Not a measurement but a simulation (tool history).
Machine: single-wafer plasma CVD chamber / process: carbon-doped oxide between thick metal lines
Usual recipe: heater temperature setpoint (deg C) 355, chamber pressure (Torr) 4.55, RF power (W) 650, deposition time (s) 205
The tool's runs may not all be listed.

run    hour  heater temperature setpoint (deg C)  chamber pressure (Torr)  RF power (W)  deposition time (s)  read-back reference wafer on the same gauge, thickness_nm  mean film thickness on the monitor wafer (angstrom)
  1       0                                  355                     4.55           650                  231                                                   1251.989                                             12647.95
  2    28.1                                  355                     4.55           650                  205                                                   1250.734                                             11228.72
  3    88.3                                  355                     5.06           650                  205                                                   1250.362                                             11362.31
  4   124.1                                  345                     4.55           650                  205                                                   1249.223                                             11538.99
  5   168.7                                  355                     4.55           650                  205                                                   1250.301                                             11148.12
  6   226.7                                  355                     4.55           650                  205                                                   1249.694                                             11223.89
  7   280.5                                  355                     4.55           650                  205                                                   1250.233                                             11182.52
      296.2  -- capacitance manometer re-zeroed and calibrated
  8   307.6                                  355                     4.55           735                  205                                                   1250.465                                             12283.43
      311.8  -- gauge calibrated
  9     370                                  355                     4.55           735                  205                                                   1250.404                                             12259.35
 10     427                                  355                     4.55           735                  205                                                    1250.03                                             12233.95
 11   496.4                                  355                     4.55           650                  205                                                   1250.431                                             11127.62
 12   533.4                                  355                     3.57           650                  205                                                   1251.096                                             10853.11
 13   574.3                                  355                     4.55           650                  205                                                   1250.585                                             11152.73
      604.9  -- RF generator calibrated
 14   609.3                                  343                     3.48           580                  185                                                   1249.033                                              9298.42
 15   658.3                                  365                     3.91           730                  181                                                   1250.669                                             10412.96
 16   711.5                                  355                     4.55           650                  169                                                   1250.938                                              9236.58
 17   736.3                                  355                     4.55           715                  205                                                   1250.439                                             12042.38
 18   775.4                                  355                     3.89           610                  205                                                   1249.773                                             10486.35
 19   834.7                                  365                     5.03           530                  192                                                   1250.478                                              8731.62
 20   904.3                                  343                     4.55           705                  180                                                   1250.515                                             10768.65
      927.7  -- thermocouple changed; heater temperature recalibrated
      950.7  -- showerhead replaced
 21   951.2                                  365                     5.03           530                  192                                                    1250.58                                              8842.36
 22  1007.3                                  355                     4.55           650                  205                                                   1250.202                                              11341.2
 23  1046.9                                  355                     5.48           720                  205                                                   1250.456                                             12517.13
 24  1108.3                                  355                     4.55           650                  205                                                   1249.777                                             11328.67
 25  1135.1                                  342                     5.08           650                  219                                                   1249.745                                             12724.94
 26  1202.6                                  355                     4.55           650                  205                                                   1250.112                                             11322.63
 27  1229.1                                  355                     4.55           650                  205                                                    1252.02                                             11324.31
 28  1270.3                                  355                     4.55           770                  179                                                   1251.668                                             11258.14

Alternative continuations, all from the tool just after run 28; predict every row:
  A  1270.8                                  355                     4.55           730                  205                                                          ?                                                    ?
  B  1270.8                                  355                     5.41           525                  178                                                          ?                                                    ?
  C  1270.8                                  355                     4.55           650                  164                                                          ?                                                    ?
  D  1270.8                                  355                     3.82           560                  205                                                          ?                                                    ?

run  read-back reference wafer on the same gauge, thickness_nm  mean film thickness on the monitor wafer (angstrom)
  A                                                   1248.704                                             12393.67
  B                                                   1248.704                                              8407.59
  C                                                   1248.704                                              9086.26
  D                                                   1248.704                                              9863.17
Stripped of hidden state, with their random variation kept, the same runs would have yielded:
run  mean film thickness on the monitor wafer (angstrom)
  A                                             12461.59
  B                                               8457.5
  C                                              9137.48
  D                                              9920.49
